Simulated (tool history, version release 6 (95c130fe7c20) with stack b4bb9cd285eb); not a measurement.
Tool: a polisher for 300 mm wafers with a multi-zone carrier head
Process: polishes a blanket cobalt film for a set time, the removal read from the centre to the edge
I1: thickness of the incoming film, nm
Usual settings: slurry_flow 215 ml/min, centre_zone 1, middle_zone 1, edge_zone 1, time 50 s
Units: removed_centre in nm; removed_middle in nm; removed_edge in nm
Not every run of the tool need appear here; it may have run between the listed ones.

{"run": 1, "hour": 0.0, "slurry_flow": 215, "centre_zone": 1, "middle_zone": 1, "edge_zone": 1, "time": 50, "I1": 1215.1, "removed_centre": 367, "removed_middle": 368.9, "removed_edge": 364.9}
{"run": 2, "hour": 7.4, "slurry_flow": 215, "centre_zone": 1, "middle_zone": 1, "edge_zone": 1, "time": 50, "I1": 1191.6, "removed_centre": 365.7, "removed_middle": 367.9, "removed_edge": 376.5}
{"run": 3, "hour": 19.5, "slurry_flow": 215, "centre_zone": 1, "middle_zone": 1, "edge_zone": 1, "time": 50, "I1": 1180.2, "removed_centre": 379.6, "removed_middle": 360.6, "removed_edge": 376.1}
{"run": 4, "hour": 29.9, "slurry_flow": 215, "centre_zone": 1, "middle_zone": 1, "edge_zone": 1, "time": 50, "I1": 1200.7, "removed_centre": 373.8, "removed_middle": 365.9, "removed_edge": 371.5}
{"hour": 37.1, "done": "carrier head's membrane replaced by a new one"}
{"run": 5, "hour": 47.4, "slurry_flow": 215, "centre_zone": 1, "middle_zone": 1, "edge_zone": 1, "time": 50, "I1": 1200.8, "removed_centre": 367.4, "removed_middle": 368.8, "removed_edge": 373.7}
{"run": 6, "hour": 56.3, "slurry_flow": 215, "centre_zone": 1.07, "middle_zone": 1.09, "edge_zone": 1, "time": 58, "I1": 1195.6, "removed_centre": 456.5, "removed_middle": 471.2, "removed_edge": 431.3}
{"hour": 62.5, "done": "slurry nozzle cleaned"}
{"run": 7, "hour": 68.9, "slurry_flow": 215, "centre_zone": 0.94, "middle_zone": 1, "edge_zone": 1, "time": 50, "I1": 1195.2, "removed_centre": 325.6, "removed_middle": 343.8, "removed_edge": 355.1}
{"run": 8, "hour": 79.1, "slurry_flow": 160, "centre_zone": 1, "middle_zone": 1, "edge_zone": 1, "time": 50, "I1": 1202.4, "removed_centre": 300.9, "removed_middle": 306.6, "removed_edge": 328.5}
{"run": 9, "hour": 89.1, "slurry_flow": 240, "centre_zone": 1.11, "middle_zone": 0.96, "edge_zone": 1.05, "time": 50, "I1": 1200.3, "removed_centre": 386.2, "removed_middle": 337, "removed_edge": 366.7}
{"hour": 91.9, "done": "edge zone pressure recalibrated"}
{"hour": 97.2, "done": "worn pad replaced by a new one"}
{"run": 10, "hour": 101.7, "slurry_flow": 235, "centre_zone": 0.9, "middle_zone": 1, "edge_zone": 1, "time": 36, "I1": 1199.3, "removed_centre": 218.6, "removed_middle": 246.5, "removed_edge": 257.3}
{"run": 11, "hour": 116.9, "slurry_flow": 215, "centre_zone": 1, "middle_zone": 1, "edge_zone": 1, "time": 42, "I1": 1204.8, "removed_centre": 277.2, "removed_middle": 277.9, "removed_edge": 289.9}
{"run": 12, "hour": 125.4, "slurry_flow": 215, "centre_zone": 1, "middle_zone": 1, "edge_zone": 0.96, "time": 67, "I1": 1211.2, "removed_centre": 431.9, "removed_middle": 439, "removed_edge": 451.9}
{"hour": 129.0, "done": "slurry nozzle cleaned, repeated, since the last time left the tool worse"}
{"run": 13, "hour": 132.8, "slurry_flow": 215, "centre_zone": 0.88, "middle_zone": 1.03, "edge_zone": 1, "time": 50, "I1": 1203.3, "removed_centre": 352.8, "removed_middle": 393.1, "removed_edge": 386.2}
{"run": 14, "hour": 149.6, "slurry_flow": 215, "centre_zone": 1.07, "middle_zone": 1.11, "edge_zone": 0.95, "time": 38, "I1": 1189.7, "removed_centre": 322.4, "removed_middle": 328.8, "removed_edge": 283.6}
{"run": 15, "hour": 166.5, "slurry_flow": 265, "centre_zone": 1, "middle_zone": 0.94, "edge_zone": 0.93, "time": 50, "I1": 1194.6, "removed_centre": 408.9, "removed_middle": 376.3, "removed_edge": 385.4}
{"run": 16, "hour": 179.8, "slurry_flow": 215, "centre_zone": 1, "middle_zone": 1, "edge_zone": 1, "time": 50, "I1": 1181.1, "removed_centre": 390.6, "removed_middle": 387.4, "removed_edge": 391.5}
{"hour": 190.7, "done": "worn pad replaced by a new one"}
{"run": 17, "hour": 191.2, "slurry_flow": 215, "centre_zone": 1.05, "middle_zone": 0.94, "edge_zone": 1, "time": 34, "I1": 1189.7, "removed_centre": 277.8, "removed_middle": 247.7, "removed_edge": 263.4}
{"run": 18, "hour": 200.5, "slurry_flow": 215, "centre_zone": 1, "middle_zone": 1, "edge_zone": 0.96, "time": 50, "I1": 1182.1, "removed_centre": 379.8, "removed_middle": 385.4, "removed_edge": 380.1}
{"run": 19, "hour": 213.0, "slurry_flow": 215, "centre_zone": 1.09, "middle_zone": 1, "edge_zone": 1, "time": 50, "I1": 1194, "removed_centre": 428.7, "removed_middle": 382.3, "removed_edge": 386.4}
{"run": 20, "hour": 228.6, "slurry_flow": 215, "centre_zone": 1, "middle_zone": 0.91, "edge_zone": 1, "time": 50, "I1": 1211.2, "removed_centre": 391.5, "removed_middle": 357.6, "removed_edge": 389.8}
{"run": 21, "hour": 237.8, "slurry_flow": 215, "centre_zone": 1, "middle_zone": 1, "edge_zone": 1, "time": 50, "I1": 1211.1, "removed_centre": 394.2, "removed_middle": 374.7, "removed_edge": 379}
{"run": 22, "hour": 247.4, "slurry_flow": 215, "centre_zone": 1, "middle_zone": 1, "edge_zone": 1, "time": 50, "I1": 1212.2, "removed_centre": 386.6, "removed_middle": 372.5, "removed_edge": 385.8}

Consider 4 possible next runs. They are alternatives, not a sequence: every one starts from the tool as it was left by run 22. What does each give?
{"run": "A", "hour": 247.8, "slurry_flow": 215, "centre_zone": 1, "middle_zone": 1, "edge_zone": 1, "time": 50, "I1": 1184.1, "removed_centre": "?", "removed_middle": "?", "removed_edge": "?"}
{"run": "B", "hour": 247.8, "slurry_flow": 195, "centre_zone": 1, "middle_zone": 1, "edge_zone": 0.96, "time": 50, "I1": 1184.1, "removed_centre": "?", "removed_middle": "?", "removed_edge": "?"}
{"run": "C", "hour": 247.8, "slurry_flow": 140, "centre_zone": 1, "middle_zone": 1.04, "edge_zone": 1.06, "time": 41, "I1": 1184.1, "removed_centre": "?", "removed_middle": "?", "removed_edge": "?"}
{"run": "D", "hour": 247.8, "slurry_flow": 215, "centre_zone": 1, "middle_zone": 0.96, "edge_zone": 1, "time": 50, "I1": 1184.1, "removed_centre": "?", "removed_middle": "?", "removed_edge": "?"}

run=A removed_centre=380 removed_middle=378.8 removed_edge=383.5
run=B removed_centre=372.3 removed_middle=372 removed_edge=371.1
run=C removed_centre=278.8 removed_middle=290.9 removed_edge=301.4
run=D removed_centre=379.9 removed_middle=366 removed_edge=383.7
Without the tool's hidden state the same runs would have given:
run=A removed_centre=390.8 removed_middle=388.5 removed_edge=390.8
run=B removed_centre=384.1 removed_middle=382.5 removed_edge=378.9
run=C removed_centre=291.8 removed_middle=302.8 removed_edge=310
run=D removed_centre=390.7 removed_middle=375.4 removed_edge=391

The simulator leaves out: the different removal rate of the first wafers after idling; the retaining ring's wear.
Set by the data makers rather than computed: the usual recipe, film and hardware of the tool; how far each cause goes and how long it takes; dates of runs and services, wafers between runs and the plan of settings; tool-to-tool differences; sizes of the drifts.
